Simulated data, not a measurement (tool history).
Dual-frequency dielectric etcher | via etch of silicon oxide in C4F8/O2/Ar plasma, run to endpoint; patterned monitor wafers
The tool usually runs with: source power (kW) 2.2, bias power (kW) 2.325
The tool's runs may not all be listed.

run     day  source power (kW)  bias power (kW)  wafers since the last listed run  hours since the last wet clean  hours since the last source power generator calibration  hours since the last bias power generator calibration  hours since the last upper electrode change  incoming incoming film thickness, nm  endpoint time (s)
  1       0                2.2            2.325                                 0                             2.5                                                   2869.1                                                 2711.8                                       2509.9                                1020.7              186.9
  2     0.8                2.2            2.325                                89                            21.7                                                   2888.3                                                   2731                                       2529.1                                1017.3              184.5
  3   1.483                2.2            2.325                                76                            38.1                                                   2904.7                                                 2747.4                                       2545.5                                1014.6              184.6
  4   2.338                2.2            2.657                                95                            58.6                                                   2925.2                                                 2767.9                                         2566                                  1004              171.5
  5   3.671                2.2            2.657                               149                            90.6                                                   2957.2                                                 2799.9                                         2598                                1017.6              175.4
  6   4.858                2.2            2.657                               133                           119.1                                                   2985.7                                                 2828.4                                       2626.5                                1011.8              173.5
      5.325  -- source power generator calibrated
  7   5.708               1.84            2.325                                76                           139.5                                                      9.2                                                 2848.8                                       2646.9                                1004.2              192.6
  8     6.5               1.84            2.325                                88                           158.5                                                     28.2                                                 2867.8                                       2665.9                                1014.9              195.4
  9   7.783               1.84            2.325                               143                           189.3                                                       59                                                 2898.6                                       2696.7                                1016.6              195.5
 10   8.583                2.2            2.325                                89                           208.5                                                     78.2                                                 2917.8                                       2715.9                                  1019              186.2
 11   9.588               2.43            2.597                               112                           232.6                                                    102.3                                                 2941.9                                         2740                                1010.1              170.1
 12  10.179                2.2            2.325                                66                           246.8                                                    116.5                                                 2956.1                                       2754.2                                1010.8              186.1
 13   11.45                2.2            2.325                               142                           277.3                                                      147                                                 2986.6                                       2784.7                                  1010              186.1
 14  12.767                2.2            2.061                               147                           308.9                                                    178.6                                                 3018.2                                       2816.3                                1014.7              196.9
     14.233  -- upper electrode replaced
 15  14.254               2.67            2.742                                54                           344.6                                                    214.3                                                 3053.9                                          0.5                                1023.6              164.5
 16  14.271                2.2            2.325                                 1                             345                                                    214.7                                                 3054.3                                          0.9                                  1011              185.3
 17  15.562               1.81            2.689                               144                             376                                                    245.7                                                 3085.3                                         31.9                                1019.8                186
 18  16.267               2.01            1.805                                78                           392.9                                                    262.6                                                 3102.2                                         48.8                                  1016              218.7
 19  17.183               1.71            2.053                               102                           414.9                                                    284.6                                                 3124.2                                         70.8                                1018.3                215
     18.217  -- wet clean of the chamber
 20  18.238               2.38            1.812                                 6                             0.5                                                    309.9                                                 3149.5                                         96.1                                1020.8              203.7
     19.171  -- bias power generator calibrated
 21  19.242                2.2            2.325                                93                            24.6                                                      334                                                    1.7                                        120.2                                1020.2              184.6
 22  20.488               1.85            2.091                               139                            54.5                                                    363.9                                                   31.6                                        150.1                                  1019              204.6
 23  22.929                2.2            2.325                               273                           113.1                                                    422.5                                                   90.2                                        208.7                                1015.8              184.3
 24  23.646                2.2            2.531                                80                           130.3                                                    439.7                                                  107.4                                        225.9                                1012.8              176.8
 25   24.65                2.2            2.325                               112                           154.4                                                    463.8                                                  131.5                                          250                                1015.7              183.9
 26  25.279               1.77            1.923                                70                           169.5                                                    478.9                                                  146.6                                        265.1                                1014.6              217.1
 27  26.654               2.48            1.797                               154                           202.5                                                    511.9                                                  179.6                                        298.1                                1014.1              202.5
 28  27.671               2.71            2.711                               113                           226.9                                                    536.3                                                    204                                        322.5                                1026.4              164.1
 29  28.217                2.2            2.325                                61                             240                                                    549.4                                                  217.1                                        335.6                                1016.6              185.6
 30  28.783               2.71            2.716                                63                           253.6                                                      563                                                  230.7                                        349.2                                1025.4              163.7
 31  30.267               1.99            2.594                               166                           289.2                                                    598.6                                                  266.3                                        384.8                                1016.1                182
 32  31.521                2.2            2.325                               140                           319.3                                                    628.7                                                  296.4                                        414.9                                1005.6              183.6
 33    32.9                1.8            1.867                               154                           352.4                                                    661.8                                                  329.5                                          448                                1023.2                222
 34  34.283               2.53            2.778                               155                           385.6                                                      695                                                  362.7                                        481.2                                1021.4              166.3

Forecast each of these 5 alternatives for the next run:
  A  34.304               2.48            2.325                                 2                           386.1                                                    695.5                                                  363.2                                        481.7                                1010.2                  ?
  B  34.304                2.2            2.713                                 2                           386.1                                                    695.5                                                  363.2                                        481.7                                1010.2                  ?
  C  34.304               2.46            2.002                                 2                           386.1                                                    695.5                                                  363.2                                        481.7                                1010.2                  ?
  D  34.304               2.53            2.325                                 2                           386.1                                                    695.5                                                  363.2                                        481.7                                1010.2                  ?
  E  34.304                2.2            2.525                                 2                           386.1                                                    695.5                                                  363.2                                        481.7                                1010.2                  ?

run  endpoint time (s)
  A              179.5
  B              173.2
  C              193.2
  D              178.4
  E                179
Without the tool's unlogged condition, the same runs would have read:
run  endpoint time (s)
  A              176.8
  B              170.6
  C              190.3
  D              175.7
  E              176.3

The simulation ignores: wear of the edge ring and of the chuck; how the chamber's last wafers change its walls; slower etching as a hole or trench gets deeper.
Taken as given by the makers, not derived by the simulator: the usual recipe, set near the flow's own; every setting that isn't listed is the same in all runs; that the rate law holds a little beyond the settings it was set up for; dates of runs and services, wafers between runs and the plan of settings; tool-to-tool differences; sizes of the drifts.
